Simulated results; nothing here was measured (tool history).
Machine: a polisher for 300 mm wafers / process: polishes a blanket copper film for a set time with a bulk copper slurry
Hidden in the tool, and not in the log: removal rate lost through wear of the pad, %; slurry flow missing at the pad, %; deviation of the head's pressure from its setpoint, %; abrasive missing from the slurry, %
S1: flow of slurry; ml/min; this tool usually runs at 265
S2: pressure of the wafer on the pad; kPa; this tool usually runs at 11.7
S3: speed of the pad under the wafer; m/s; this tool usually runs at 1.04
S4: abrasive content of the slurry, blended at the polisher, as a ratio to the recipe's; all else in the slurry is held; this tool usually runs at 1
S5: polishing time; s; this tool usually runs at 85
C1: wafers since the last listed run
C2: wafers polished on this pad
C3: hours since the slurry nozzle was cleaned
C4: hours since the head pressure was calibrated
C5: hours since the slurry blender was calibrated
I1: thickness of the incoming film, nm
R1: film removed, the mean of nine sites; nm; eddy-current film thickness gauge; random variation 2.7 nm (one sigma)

| run | hour | S1 | S2 | S3 | S4 | S5 | C1 | C2 | C3 | C4 | C5 | I1 | R1 |
|---|---|---|---|---|---|---|---|---|---|---|---|---|---|
| 1 | 0 | 265 | 11.7 | 1.04 | 1 | 85 | 0 | 137 | 25.2 | 987.8 | 19 | 2873.9 | 409.4 |
| 2 | 11 | 265 | 11.7 | 1.04 | 1 | 85 | 63 | 201 | 36.2 | 998.8 | 30 | 2943.3 | 406 |
| 3 | 45.6 | 265 | 9.7 | 1.04 | 1 | 85 | 201 | 402 | 70.8 | 1033.4 | 64.6 | 2888.5 | 335.7 |
| 4 | 57.6 | 265 | 9.7 | 1.04 | 1 | 85 | 69 | 472 | 82.8 | 1045.4 | 76.6 | 2901.6 | 336.4 |
| 5 | 81 | 265 | 11.7 | 1.04 | 1 | 85 | 135 | 608 | 106.2 | 1068.8 | 100 | 2902.4 | 406.1 |
| 6 | 87.3 | 265 | 11.7 | 1.04 | 1 | 85 | 36 | 644 | 112.5 | 1075.1 | 106.3 | 2925.7 | 405 |
|  | 115 | head pressure recalibrated |
|  | 136.1 | worn pad replaced by a new one, of another model than before |
| 7 | 138.4 | 265 | 11.7 | 1.04 | 0.85 | 85 | 262 | 13 | 163.6 | 23.4 | 157.4 | 2911.2 | 387 |
| 8 | 153.2 | 265 | 11.7 | 1.04 | 0.85 | 85 | 85 | 99 | 178.4 | 38.2 | 172.2 | 2931.5 | 382.6 |
| 9 | 170.1 | 265 | 11.7 | 1.04 | 0.85 | 85 | 98 | 197 | 195.3 | 55.1 | 189.1 | 2873.9 | 380.3 |
|  | 179.7 | slurry blender recalibrated |
| 10 | 180.2 | 265 | 11.7 | 1.04 | 1 | 85 | 47 | 244 | 205.4 | 65.2 | 0.5 | 2904.5 | 409 |
| 11 | 217.5 | 265 | 14.5 | 1.34 | 1 | 75 | 216 | 461 | 242.7 | 102.5 | 37.8 | 2933.4 | 510.5 |
|  | 219.6 | slurry nozzle cleaned |
| 12 | 232 | 265 | 11.7 | 0.74 | 0.9 | 102 | 78 | 539 | 12.4 | 117 | 52.3 | 2946.4 | 355.5 |
| 13 | 242.8 | 265 | 11.7 | 1.04 | 1.1 | 85 | 62 | 602 | 23.2 | 127.8 | 63.1 | 2921.1 | 415 |
| 14 | 253.8 | 265 | 11.7 | 1.04 | 0.85 | 85 | 63 | 666 | 34.2 | 138.8 | 74.1 | 2924.4 | 389.5 |
| 15 | 267.3 | 265 | 9.7 | 1.04 | 1 | 85 | 78 | 744 | 47.7 | 152.3 | 87.6 | 2911.7 | 363.5 |
| 16 | 279.2 | 265 | 11.7 | 0.86 | 1.15 | 85 | 69 | 814 | 59.6 | 164.2 | 99.5 | 2881.1 | 355.2 |
| 17 | 291.8 | 265 | 9.7 | 1.04 | 1 | 85 | 73 | 887 | 72.2 | 176.8 | 112.1 | 2868.4 | 364 |
| 18 | 303.2 | 265 | 9 | 1.04 | 1 | 85 | 66 | 953 | 83.6 | 188.2 | 123.5 | 2870 | 346.5 |
|  | 312.6 | worn pad replaced by a new one |
| 19 | 313.1 | 265 | 11.7 | 1.04 | 1 | 103 | 34 | 2 | 93.5 | 198.1 | 133.4 | 2907.4 | 488 |
| 20 | 343.2 | 265 | 11.7 | 1.04 | 1 | 85 | 174 | 177 | 123.6 | 228.2 | 163.5 | 2882.5 | 401.5 |

Here are 5 independent what-if runs from the current tool condition. What would each one return?
| A | 343.6 | 265 | 11.7 | 1.04 | 1 | 85 | 2 | 179 | 124 | 228.6 | 163.9 | 2855.7 | ? |
| B | 343.6 | 265 | 13.8 | 1.04 | 1 | 60 | 2 | 179 | 124 | 228.6 | 163.9 | 2855.7 | ? |
| C | 343.6 | 265 | 15.9 | 1.28 | 1.2 | 61 | 2 | 179 | 124 | 228.6 | 163.9 | 2855.7 | ? |
| D | 343.6 | 215 | 9 | 1.04 | 1.2 | 85 | 2 | 179 | 124 | 228.6 | 163.9 | 2855.7 | ? |
| E | 343.6 | 225 | 11.7 | 0.7 | 1.2 | 85 | 2 | 179 | 124 | 228.6 | 163.9 | 2855.7 | ? |

| run | R1 |
|---|---|
| A | 399.1 |
| B | 309.1 |
| C | 430.1 |
| D | 357.7 |
| E | 293.7 |
Had the tool no hidden state, the same runs would have come out as:
| run | R1 |
|---|---|
| A | 410 |
| B | 317.5 |
| C | 442.2 |
| D | 367.8 |
| E | 301.9 |

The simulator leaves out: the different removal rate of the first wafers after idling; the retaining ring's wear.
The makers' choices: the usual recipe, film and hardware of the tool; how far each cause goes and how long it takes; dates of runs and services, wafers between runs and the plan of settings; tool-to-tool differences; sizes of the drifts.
